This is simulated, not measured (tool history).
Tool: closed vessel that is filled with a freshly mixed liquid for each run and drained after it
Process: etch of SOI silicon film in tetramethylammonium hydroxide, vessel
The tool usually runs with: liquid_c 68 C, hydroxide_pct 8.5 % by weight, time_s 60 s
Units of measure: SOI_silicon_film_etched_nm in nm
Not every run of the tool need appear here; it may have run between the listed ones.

| run | hour | liquid_c | hydroxide_pct | time_s | wafers since the last listed run | hours since the thermometer was replaced | hours since the hydroxide flow meter was replaced | hours since the gauge calibration | read-back film thickness of the SOI silicon film reference wafer, read on the same gauge (nm) | SOI_silicon_film_etched_nm |
|---|---|---|---|---|---|---|---|---|---|---|
| 1 | 0 | 68 | 8.5 | 60 | 0 | 1241.3 | 312.7 | 79.6 | 69.99 | 378.52 |
| 2 | 16.8 | 68 | 8.5 | 60 | 1244 | 1258.1 | 329.5 | 96.4 | 70 | 379.18 |
| 3 | 26.1 | 68 | 8.5 | 60 | 689 | 1267.4 | 338.8 | 105.7 | 70.01 | 379.41 |
| 4 | 38.1 | 68 | 8.5 | 60 | 889 | 1279.4 | 350.8 | 117.7 | 69.95 | 379.57 |
| 5 | 49.8 | 68 | 8.5 | 60 | 867 | 1291.1 | 362.5 | 129.4 | 70 | 381.78 |
| 6 | 63.6 | 68 | 8.5 | 60 | 1022 | 1304.9 | 376.3 | 143.2 | 70.01 | 380.95 |
| 7 | 74.1 | 68 | 8.5 | 60 | 778 | 1315.4 | 386.8 | 153.7 | 70.01 | 383.93 |
|  | 82.7 | thermometer replaced |
| 8 | 85.7 | 68 | 8 | 60 | 785 | 3 | 398.4 | 165.3 | 70.06 | 389.41 |
| 9 | 93.2 | 68 | 6.5 | 80 | 555 | 10.5 | 405.9 | 172.8 | 70.02 | 542.89 |
|  | 95.7 | hydroxide flow meter replaced |
|  | 100.2 | gauge calibrated |
| 10 | 105 | 62.5 | 9.5 | 70 | 800 | 22.3 | 9.3 | 4.8 | 70.01 | 294.97 |
| 11 | 116.2 | 65 | 6 | 30 | 829 | 33.5 | 20.5 | 16 | 70 | 169.74 |

Run 12, settings as shown, results not yet in. Your forecast:
| 12 | 126.3 | 68 | 8.5 | 60 | 748 | 43.6 | 30.6 | 26.1 | ? | ? |

{"run 12": {"read-back film thickness of the SOI silicon film reference wafer, read on the same gauge (nm)": 70.04, "SOI_silicon_film_etched_nm": 370.96}}
Minus the tool's unlogged condition, the same run would have read SOI_silicon_film_etched_nm 368.76 nm.
